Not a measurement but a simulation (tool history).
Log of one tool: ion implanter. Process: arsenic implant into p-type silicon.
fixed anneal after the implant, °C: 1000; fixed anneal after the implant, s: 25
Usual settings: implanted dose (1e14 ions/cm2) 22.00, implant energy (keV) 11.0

| run | day | implanted dose (1e14 ions/cm2) | implant energy (keV) | read-back reference wafer on the same gauge, sheet resistance | sheet resistance of the implanted and annealed layer (ohm/square) |
|---|---|---|---|---|---|
| 1 | 0.000 | 22.00 | 11.0 | 97.99 | 116.48 |
| 2 | 2.433 | 22.00 | 11.0 | 98.01 | 116.42 |
| 3 | 5.021 | 22.00 | 12.0 | 97.99 | 114.76 |
| 4 | 6.617 | 22.00 | 12.0 | 98.00 | 114.78 |
| 5 | 9.521 | 22.00 | 12.0 | 98.01 | 114.86 |
| 6 | 13.062 | 22.00 | 11.0 | 98.01 | 116.53 |
| 7 | 14.667 | 22.00 | 13.0 | 98.00 | 112.83 |
| 8 | 18.692 | 22.00 | 13.0 | 98.01 | 112.94 |
| 9 | 23.104 | 22.00 | 13.0 | 97.96 | 113.03 |
| 10 | 27.246 | 22.00 | 11.0 | 98.01 | 116.75 |
| 11 | 30.812 | 16.87 | 11.0 | 97.99 | 122.47 |
| 12 | 35.162 | 22.00 | 11.0 | 97.98 | 116.73 |
| 13 | 38.975 | 22.00 | 11.0 | 98.03 | 116.61 |
| 14 | 40.512 | 22.00 | 12.5 | 98.02 | 114.03 |
| 15 | 42.683 | 22.00 | 11.0 | 98.00 | 116.65 |
| 16 | 45.879 | 22.00 | 11.0 | 98.00 | 116.46 |
|  | 46.542 | extraction supply calibrated |
| 17 | 49.554 | 18.88 | 13.5 | 98.01 | 115.46 |
| 18 | 54.021 | 15.70 | 12.5 | 98.03 | 122.48 |
| 19 | 57.883 | 22.00 | 11.0 | 98.02 | 117.10 |
| 20 | 59.446 | 15.40 | 10.0 | 97.99 | 128.05 |
| 21 | 61.529 | 22.00 | 11.0 | 98.01 | 117.09 |
| 22 | 65.479 | 28.58 | 14.0 | 98.01 | 107.19 |
| 23 | 67.733 | 28.40 | 7.5 | 98.01 | 118.54 |
| 24 | 70.179 | 15.62 | 12.5 | 97.98 | 122.62 |
| 25 | 72.575 | 25.20 | 8.0 | 98.02 | 120.10 |
| 26 | 77.042 | 22.00 | 12.5 | 97.99 | 114.37 |
|  | 78.229 | Faraday cup replaced and dose calibrated |
|  | 80.229 | gauge calibrated |
| 27 | 81.100 | 22.00 | 11.0 | 98.03 | 116.01 |
| 28 | 84.538 | 26.81 | 11.0 | 98.01 | 112.90 |
| 29 | 95.408 | 15.99 | 9.0 | 98.04 | 127.21 |
| 30 | 97.146 | 25.35 | 9.5 | 98.00 | 115.98 |
| 31 | 100.050 | 18.77 | 11.0 | 97.99 | 119.45 |
| 32 | 102.421 | 22.00 | 14.5 | 97.99 | 109.99 |
| 33 | 104.817 | 22.00 | 11.0 | 97.98 | 116.42 |

Forecast each of these 5 alternatives for the next run:
| A | 104.833 | 22.00 | 13.5 | ? | ? |
| B | 104.833 | 20.03 | 9.5 | ? | ? |
| C | 104.833 | 24.03 | 8.0 | ? | ? |
| D | 104.833 | 28.53 | 11.0 | ? | ? |
| E | 104.833 | 26.54 | 9.5 | ? | ? |

| run | read-back reference wafer on the same gauge, sheet resistance | sheet resistance of the implanted and annealed layer (ohm/square) |
|---|---|---|
| A | 97.98 | 111.72 |
| B | 97.98 | 120.87 |
| C | 97.98 | 120.14 |
| D | 97.98 | 112.08 |
| E | 97.98 | 115.76 |
Without the tool's hidden state the same runs would have given:
| run | sheet resistance of the implanted and annealed layer (ohm/square) |
|---|---|
| A | 111.79 |
| B | 120.96 |
| C | 120.21 |
| D | 112.14 |
| E | 115.82 |

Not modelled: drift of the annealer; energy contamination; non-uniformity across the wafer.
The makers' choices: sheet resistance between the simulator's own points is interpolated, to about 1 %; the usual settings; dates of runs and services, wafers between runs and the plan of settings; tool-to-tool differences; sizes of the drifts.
